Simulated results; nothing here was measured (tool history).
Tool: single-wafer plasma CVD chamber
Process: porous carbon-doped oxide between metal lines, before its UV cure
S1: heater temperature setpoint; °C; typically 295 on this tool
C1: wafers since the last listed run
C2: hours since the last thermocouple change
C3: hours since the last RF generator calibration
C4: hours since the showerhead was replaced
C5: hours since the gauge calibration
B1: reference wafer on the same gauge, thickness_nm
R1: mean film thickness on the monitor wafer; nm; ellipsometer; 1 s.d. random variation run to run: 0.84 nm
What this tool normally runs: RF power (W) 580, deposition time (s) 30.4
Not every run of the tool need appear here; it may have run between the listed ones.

run 1 hour=0 | S1=295 RF_power_(W)=580 deposition_time_(s)=30.4 | C1=0 C2=2443.9 C3=677.2 C4=5611.6 C5=309.8 | B1=158.085 | R1=173.269
run 2 hour=33.2 | S1=295 RF_power_(W)=580 deposition_time_(s)=30.4 | C1=1117 C2=2477.1 C3=710.4 C4=5644.8 C5=343 | B1=158.012 | R1=172.758
run 3 hour=59.1 | S1=295 RF_power_(W)=580 deposition_time_(s)=30.4 | C1=872 C2=2503 C3=736.3 C4=5670.7 C5=368.9 | B1=157.755 | R1=173.909
run 4 hour=84.3 | S1=295 RF_power_(W)=580 deposition_time_(s)=32.6 | C1=848 C2=2528.2 C3=761.5 C4=5695.9 C5=394.1 | B1=157.975 | R1=185.155
run 5 hour=116.8 | S1=295 RF_power_(W)=580 deposition_time_(s)=30.4 | C1=1094 C2=2560.7 C3=794 C4=5728.4 C5=426.6 | B1=158.056 | R1=170.267
run 6 hour=143.7 | S1=295 RF_power_(W)=580 deposition_time_(s)=30.4 | C1=905 C2=2587.6 C3=820.9 C4=5755.3 C5=453.5 | B1=157.817 | R1=171.936
run 7 hour=177.2 | S1=295 RF_power_(W)=580 deposition_time_(s)=30.4 | C1=1127 C2=2621.1 C3=854.4 C4=5788.8 C5=487 | B1=157.997 | R1=172.119
run 8 hour=191.1 | S1=295 RF_power_(W)=580 deposition_time_(s)=30.4 | C1=468 C2=2635 C3=868.3 C4=5802.7 C5=500.9 | B1=158.092 | R1=169.836
run 9 hour=212.6 | S1=295 RF_power_(W)=580 deposition_time_(s)=30.4 | C1=723 C2=2656.5 C3=889.8 C4=5824.2 C5=522.4 | B1=157.806 | R1=172.086
-- hour=228.9 thermocouple changed; heater temperature recalibrated
run 10 hour=245.1 | S1=295 RF_power_(W)=580 deposition_time_(s)=30.4 | C1=824 C2=16.2 C3=922.3 C4=5856.7 C5=554.9 | B1=158.189 | R1=171.841
-- hour=285.2 RF generator calibrated
run 11 hour=285.7 | S1=295 RF_power_(W)=580 deposition_time_(s)=30.4 | C1=1097 C2=56.8 C3=0.5 C4=5897.3 C5=595.5 | B1=158.12 | R1=178.991
run 12 hour=298.5 | S1=295 RF_power_(W)=580 deposition_time_(s)=30.4 | C1=430 C2=69.6 C3=13.3 C4=5910.1 C5=608.3 | B1=157.777 | R1=178.644
run 13 hour=312.8 | S1=295 RF_power_(W)=665 deposition_time_(s)=30.4 | C1=481 C2=83.9 C3=27.6 C4=5924.4 C5=622.6 | B1=157.972 | R1=197.409
run 14 hour=337.9 | S1=295 RF_power_(W)=580 deposition_time_(s)=30.4 | C1=845 C2=109 C3=52.7 C4=5949.5 C5=647.7 | B1=158.218 | R1=177.091
run 15 hour=355.2 | S1=301 RF_power_(W)=470 deposition_time_(s)=32.8 | C1=582 C2=126.3 C3=70 C4=5966.8 C5=665 | B1=157.928 | R1=156.786
run 16 hour=444.5 | S1=288 RF_power_(W)=695 deposition_time_(s)=34.6 | C1=3006 C2=215.6 C3=159.3 C4=6056.1 C5=754.3 | B1=157.803 | R1=239.611
run 17 hour=461.1 | S1=305 RF_power_(W)=490 deposition_time_(s)=25.2 | C1=558 C2=232.2 C3=175.9 C4=6072.7 C5=770.9 | B1=158.026 | R1=120.993
run 18 hour=492.7 | S1=287 RF_power_(W)=680 deposition_time_(s)=32.4 | C1=1063 C2=263.8 C3=207.5 C4=6104.3 C5=802.5 | B1=158.191 | R1=220.739
run 19 hour=510.6 | S1=295 RF_power_(W)=580 deposition_time_(s)=30.4 | C1=602 C2=281.7 C3=225.4 C4=6122.2 C5=820.4 | B1=157.864 | R1=177.007
run 20 hour=525.1 | S1=295 RF_power_(W)=580 deposition_time_(s)=30.4 | C1=488 C2=296.2 C3=239.9 C4=6136.7 C5=834.9 | B1=158.016 | R1=177.309
run 21 hour=543 | S1=309 RF_power_(W)=475 deposition_time_(s)=24.9 | C1=602 C2=314.1 C3=257.8 C4=6154.6 C5=852.8 | B1=157.986 | R1=114.228
-- hour=554.6 gauge calibrated
-- hour=564.2 showerhead replaced
run 22 hour=569.6 | S1=295 RF_power_(W)=630 deposition_time_(s)=28.3 | C1=626 C2=340.7 C3=284.4 C4=5.4 C5=15 | B1=157.943 | R1=175.558
run 23 hour=590.3 | S1=295 RF_power_(W)=580 deposition_time_(s)=32.6 | C1=696 C2=361.4 C3=305.1 C4=26.1 C5=35.7 | B1=157.769 | R1=188.845
run 24 hour=610 | S1=295 RF_power_(W)=580 deposition_time_(s)=34.7 | C1=663 C2=381.1 C3=324.8 C4=45.8 C5=55.4 | B1=157.858 | R1=200.477
run 25 hour=633.2 | S1=284 RF_power_(W)=540 deposition_time_(s)=35.2 | C1=781 C2=404.3 C3=348 C4=69 C5=78.6 | B1=158.211 | R1=204.856
run 26 hour=661.8 | S1=281 RF_power_(W)=545 deposition_time_(s)=26.5 | C1=962 C2=432.9 C3=376.6 C4=97.6 C5=107.2 | B1=157.963 | R1=159.986
run 27 hour=684.5 | S1=295 RF_power_(W)=580 deposition_time_(s)=30.4 | C1=764 C2=455.6 C3=399.3 C4=120.3 C5=129.9 | B1=157.959 | R1=177.206
run 28 hour=702.2 | S1=299 RF_power_(W)=490 deposition_time_(s)=27.7 | C1=595 C2=473.3 C3=417 C4=138 C5=147.6 | B1=157.934 | R1=137.177
run 29 hour=729.5 | S1=295 RF_power_(W)=635 deposition_time_(s)=36.1 | C1=919 C2=500.6 C3=444.3 C4=165.3 C5=174.9 | B1=158.106 | R1=222.019
run 30 hour=763.7 | S1=295 RF_power_(W)=580 deposition_time_(s)=30.4 | C1=1151 C2=534.8 C3=478.5 C4=199.5 C5=209.1 | B1=157.839 | R1=176.267
run 31 hour=786.6 | S1=295 RF_power_(W)=500 deposition_time_(s)=28.5 | C1=771 C2=557.7 C3=501.4 C4=222.4 C5=232 | B1=157.809 | R1=145.59
run 32 hour=800.2 | S1=295 RF_power_(W)=580 deposition_time_(s)=35.9 | C1=457 C2=571.3 C3=515 C4=236 C5=245.6 | B1=157.932 | R1=205.594
run 33 hour=822.4 | S1=280 RF_power_(W)=615 deposition_time_(s)=32.3 | C1=747 C2=593.5 C3=537.2 C4=258.2 C5=267.8 | B1=157.98 | R1=214.189

Below are 5 alternative next runs, each starting from the tool's condition after run 33. Predict each:
run A hour=822.8 | S1=295 RF_power_(W)=580 deposition_time_(s)=33.9 | C1=13 C2=593.9 C3=537.6 C4=258.6 C5=268.2 | B1=? | R1=?
run B hour=822.8 | S1=295 RF_power_(W)=470 deposition_time_(s)=33.8 | C1=13 C2=593.9 C3=537.6 C4=258.6 C5=268.2 | B1=? | R1=?
run C hour=822.8 | S1=286 RF_power_(W)=470 deposition_time_(s)=25.7 | C1=13 C2=593.9 C3=537.6 C4=258.6 C5=268.2 | B1=? | R1=?
run D hour=822.8 | S1=284 RF_power_(W)=695 deposition_time_(s)=30.4 | C1=13 C2=593.9 C3=537.6 C4=258.6 C5=268.2 | B1=? | R1=?
run E hour=822.8 | S1=281 RF_power_(W)=580 deposition_time_(s)=33 | C1=13 C2=593.9 C3=537.6 C4=258.6 C5=268.2 | B1=? | R1=?

run=A B1=158.127 R1=193.172
run=B B1=158.127 R1=162.36
run=C B1=158.127 R1=131.383
run=D B1=158.127 R1=212.54
run=E B1=158.127 R1=204.907
With no hidden state in the tool, these same runs would have given:
run=A R1=196.824
run=B R1=166.028
run=C R1=134.352
run=D R1=216.495
run=E R1=208.78

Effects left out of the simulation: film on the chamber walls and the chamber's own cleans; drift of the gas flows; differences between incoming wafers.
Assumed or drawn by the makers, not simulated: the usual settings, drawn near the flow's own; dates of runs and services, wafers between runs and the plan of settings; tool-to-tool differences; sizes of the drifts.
